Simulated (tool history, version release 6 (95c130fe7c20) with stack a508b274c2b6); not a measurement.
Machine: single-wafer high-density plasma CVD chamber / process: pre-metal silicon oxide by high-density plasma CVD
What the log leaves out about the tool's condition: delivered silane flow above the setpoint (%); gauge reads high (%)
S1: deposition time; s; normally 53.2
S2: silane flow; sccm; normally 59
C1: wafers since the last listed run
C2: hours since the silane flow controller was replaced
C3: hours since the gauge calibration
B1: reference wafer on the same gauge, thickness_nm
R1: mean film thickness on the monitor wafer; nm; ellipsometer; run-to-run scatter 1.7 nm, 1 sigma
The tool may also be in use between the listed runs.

{"run": 1, "hour": 0.0, "S1": 48.2, "S2": 59, "C1": 0, "C2": 4504.4, "C3": 395.3, "B1": 293.502, "R1": 268.493}
{"run": 2, "hour": 25.1, "S1": 48.2, "S2": 59, "C1": 498, "C2": 4529.5, "C3": 420.4, "B1": 293.694, "R1": 269.757}
{"run": 3, "hour": 44.7, "S1": 48.2, "S2": 59, "C1": 389, "C2": 4549.1, "C3": 440, "B1": 293.895, "R1": 269.384}
{"run": 4, "hour": 69.1, "S1": 53.2, "S2": 59, "C1": 484, "C2": 4573.5, "C3": 464.4, "B1": 293.992, "R1": 295.196}
{"run": 5, "hour": 97.2, "S1": 53.2, "S2": 59, "C1": 558, "C2": 4601.6, "C3": 492.5, "B1": 294.608, "R1": 296.592}
{"run": 6, "hour": 128.1, "S1": 53.2, "S2": 59, "C1": 614, "C2": 4632.5, "C3": 523.4, "B1": 293.458, "R1": 294.621}
{"run": 7, "hour": 159.1, "S1": 53.2, "S2": 59, "C1": 616, "C2": 4663.5, "C3": 554.4, "B1": 294.591, "R1": 293.556}
{"run": 8, "hour": 187.9, "S1": 53.2, "S2": 52, "C1": 572, "C2": 4692.3, "C3": 583.2, "B1": 294.283, "R1": 260.492}
{"run": 9, "hour": 213.8, "S1": 53.2, "S2": 52, "C1": 514, "C2": 4718.2, "C3": 609.1, "B1": 294.598, "R1": 259.674}
{"run": 10, "hour": 235.0, "S1": 53.2, "S2": 52, "C1": 421, "C2": 4739.4, "C3": 630.3, "B1": 293.752, "R1": 259.055}
{"run": 11, "hour": 270.0, "S1": 53.2, "S2": 53, "C1": 695, "C2": 4774.4, "C3": 665.3, "B1": 294.568, "R1": 265.794}
{"run": 12, "hour": 295.5, "S1": 53.2, "S2": 53, "C1": 506, "C2": 4799.9, "C3": 690.8, "B1": 294.603, "R1": 265.412}
{"run": 13, "hour": 317.2, "S1": 53.2, "S2": 53, "C1": 431, "C2": 4821.6, "C3": 712.5, "B1": 293.423, "R1": 265.977}
{"run": 14, "hour": 347.8, "S1": 63.2, "S2": 54, "C1": 608, "C2": 4852.2, "C3": 743.1, "B1": 293.779, "R1": 317.904}
{"run": 15, "hour": 376.7, "S1": 53.2, "S2": 59, "C1": 574, "C2": 4881.1, "C3": 772, "B1": 293.549, "R1": 291.825}
{"run": 16, "hour": 393.8, "S1": 53.2, "S2": 69, "C1": 339, "C2": 4898.2, "C3": 789.1, "B1": 293.293, "R1": 345.792}
{"hour": 416.2, "done": "gauge calibrated"}
{"run": 17, "hour": 421.3, "S1": 47.1, "S2": 55, "C1": 546, "C2": 4925.7, "C3": 5.1, "B1": 293.42, "R1": 243.199}
{"run": 18, "hour": 434.8, "S1": 45.7, "S2": 66, "C1": 268, "C2": 4939.2, "C3": 18.6, "B1": 293.981, "R1": 282.747}
{"hour": 491.7, "done": "silane flow controller replaced"}
{"run": 19, "hour": 513.8, "S1": 61.7, "S2": 59, "C1": 1411, "C2": 22.1, "C3": 97.6, "B1": 293.362, "R1": 340.36}

The next listed run, before its measurement:
{"run": 20, "hour": 546.0, "S1": 62.5, "S2": 63, "C1": 639, "C2": 54.3, "C3": 129.8, "B1": "?", "R1": "?"}

Logged for run 20: B1 294.079, R1 368.371 nm.
The same run, on a tool lacking any hidden state, would have yielded R1 368.371 nm.
